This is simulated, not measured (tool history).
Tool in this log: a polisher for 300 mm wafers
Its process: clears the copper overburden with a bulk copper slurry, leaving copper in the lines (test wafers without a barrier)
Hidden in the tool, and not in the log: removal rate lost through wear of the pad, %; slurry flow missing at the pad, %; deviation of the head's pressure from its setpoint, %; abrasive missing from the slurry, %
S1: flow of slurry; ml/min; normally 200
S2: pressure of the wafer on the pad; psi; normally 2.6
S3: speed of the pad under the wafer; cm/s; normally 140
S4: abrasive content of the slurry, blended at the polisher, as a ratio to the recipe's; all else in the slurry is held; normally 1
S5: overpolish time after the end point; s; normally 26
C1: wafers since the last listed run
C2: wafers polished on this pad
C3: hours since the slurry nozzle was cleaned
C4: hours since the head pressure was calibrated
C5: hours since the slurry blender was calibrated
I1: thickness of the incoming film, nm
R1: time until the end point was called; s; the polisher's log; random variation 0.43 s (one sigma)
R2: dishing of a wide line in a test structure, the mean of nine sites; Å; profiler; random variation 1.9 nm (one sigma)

run	day	S1	S2	S3	S4	S5	C1	C2	C3	C4	C5	I1	R1	R2
1	0	200	2.6	140	1	26	0	989	352.9	555.6	249.8	639.8	53.1	1002
# day 0.896: worn pad replaced by a new one
2	0.958	200	2.6	140	1	26	165	12	375.9	578.6	272.8	648.3	54.2	1034
3	1.688	200	2.6	140	1	26	152	165	393.4	596.1	290.3	630.6	52.3	978
4	2.738	200	2.6	140	1	26	219	385	418.6	621.3	315.5	630.2	52.8	981
5	3.5	200	2.6	140	1	26	159	544	436.9	639.6	333.8	629	52.6	1010
6	4.858	200	2.6	140	1	26	284	828	469.5	672.2	366.4	636.1	54.5	1024
# day 5.279: slurry blender recalibrated
7	5.733	200	2.6	140	1	26	165	994	490.5	693.2	10.9	631.9	53.4	1013
# day 6.071: head pressure recalibrated
# day 6.296: worn pad replaced by a new one
8	6.725	200	2.6	140	1	26	155	90	514.3	15.7	34.7	648.3	55	1029
9	8.225	200	2.6	140	1	26	313	404	550.3	51.7	70.7	628	54.6	1009
10	9.171	200	2.6	162	0.85	15	197	601	573	74.4	93.4	630	49.5	830
# day 9.788: slurry nozzle cleaned
11	10.133	200	2.3	140	1	26	192	794	8.3	97.5	116.5	637.9	58.4	928
12	11.492	200	2.6	140	1	26	284	1078	40.9	130.1	149.1	640.7	52.7	1019
# day 11.871: worn pad replaced by a new one, of another model than before
13	12.038	200	2.6	140	1.1	26	79	35	54	143.2	162.2	646	51.2	1019
14	12.808	200	2.6	140	1	26	161	196	72.5	161.7	180.7	641.1	52.1	971
15	13.562	200	2.6	140	1	26	157	354	90.6	179.8	198.8	641.6	51.9	1042
16	14.642	260	2.2	140	1	26	225	580	116.5	205.7	224.7	647.8	54	943
17	15.183	130	2.6	170	0.85	16	113	693	129.5	218.7	237.7	651	56.5	807
18	15.708	170	2.6	162	0.85	33	109	803	142.1	231.3	250.3	636.6	51.1	1040
19	16.288	200	3.2	162	1.3	26	121	924	156	245.2	264.2	635.7	38.5	1159

What if the next run were any one of these 4? Each begins from the tool's condition after run 19:
A	16.304	200	2.1	140	1	26	3	928	156.4	245.6	264.6	636.8	?	?
B	16.304	225	2.6	140	0.9	37	3	928	156.4	245.6	264.6	636.8	?	?
C	16.304	200	1.8	140	1	26	3	928	156.4	245.6	264.6	636.8	?	?
D	16.304	200	2.6	96	1	26	3	928	156.4	245.6	264.6	636.8	?	?

run	R1	R2
A	57.5	989
B	52	1121
C	61.5	948
D	66.5	979
With no hidden state in the tool, these same runs would have given:
run	R1	R2
A	57.2	990
B	51.7	1121
C	61.2	949
D	66.1	981
